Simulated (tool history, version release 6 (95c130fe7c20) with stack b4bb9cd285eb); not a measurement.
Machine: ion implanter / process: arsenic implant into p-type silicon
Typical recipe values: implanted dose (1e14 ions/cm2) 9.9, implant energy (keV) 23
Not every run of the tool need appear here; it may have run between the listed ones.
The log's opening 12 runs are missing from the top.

| run | day | implanted dose (1e14 ions/cm2) | implant energy (keV) | wafers since the last listed run | hours since the last dose calibration | hours since the extraction supply was calibrated | hours since the gauge calibration | read-back reference wafer on the same gauge, sheet resistance | sheet resistance of the implanted and annealed layer (ohm/square) |
|---|---|---|---|---|---|---|---|---|---|
| 13 | 13.321 | 9.9 | 23 | 350 | 1969 | 5155.3 | 804.9 | 101.01 | 112.87 |
| 14 | 14.688 | 9.9 | 23 | 379 | 2001.8 | 5188.1 | 837.7 | 101.02 | 112.68 |
| 15 | 15.883 | 8.5 | 26.5 | 332 | 2030.5 | 5216.8 | 866.4 | 100.99 | 123.63 |
| 16 | 16.7 | 9.9 | 23 | 226 | 2050.1 | 5236.4 | 886 | 101 | 112.73 |
| 17 | 20.488 | 9.9 | 23 | 1052 | 2141 | 5327.3 | 976.9 | 100.96 | 112.52 |
|  | 21.117 | Faraday cup replaced and dose calibrated |
|  | 21.829 | extraction supply calibrated |
| 18 | 21.85 | 9.9 | 23 | 193 | 17.6 | 0.5 | 1009.6 | 101.02 | 115.89 |
| 19 | 22.304 | 9.9 | 23 | 126 | 28.5 | 11.4 | 1020.5 | 100.96 | 116.13 |
| 20 | 23.35 | 8.53 | 23 | 290 | 53.6 | 36.5 | 1045.6 | 101.04 | 128.74 |
| 21 | 24.183 | 11.56 | 23 | 231 | 73.6 | 56.5 | 1065.6 | 100.98 | 104.56 |
| 22 | 24.692 | 9.9 | 23 | 141 | 85.8 | 68.7 | 1077.8 | 100.99 | 115.56 |
| 23 | 25.796 | 9.9 | 29 | 306 | 112.3 | 95.2 | 1104.3 | 100.98 | 112.84 |
|  | 27.038 | gauge calibrated |
| 24 | 27.121 | 7.45 | 23 | 368 | 144.1 | 127 | 2 | 101.06 | 142.05 |
| 25 | 28.283 | 9.9 | 23 | 323 | 172 | 154.9 | 29.9 | 101.03 | 115.55 |
| 26 | 29.1 | 9.9 | 23 | 226 | 191.6 | 174.5 | 49.5 | 101.02 | 115.27 |
| 27 | 30.5 | 7.31 | 26 | 389 | 225.2 | 208.1 | 83.1 | 101.03 | 142.55 |
| 28 | 31.958 | 8.59 | 23 | 405 | 260.2 | 243.1 | 118.1 | 101 | 127.94 |
| 29 | 33.196 | 11.48 | 19 | 343 | 289.9 | 272.8 | 147.8 | 101.04 | 106.92 |

What will run 30 give?
| 30 | 33.933 | 11.36 | 30.5 | 204 | 307.6 | 290.5 | 165.5 | ? | ? |

read-back reference wafer on the same gauge, sheet resistance: 101.03
sheet resistance of the implanted and annealed layer (ohm/square): 101.7
With no hidden state in the tool, this same run would have given sheet resistance of the implanted and annealed layer (ohm/square) 101.8.
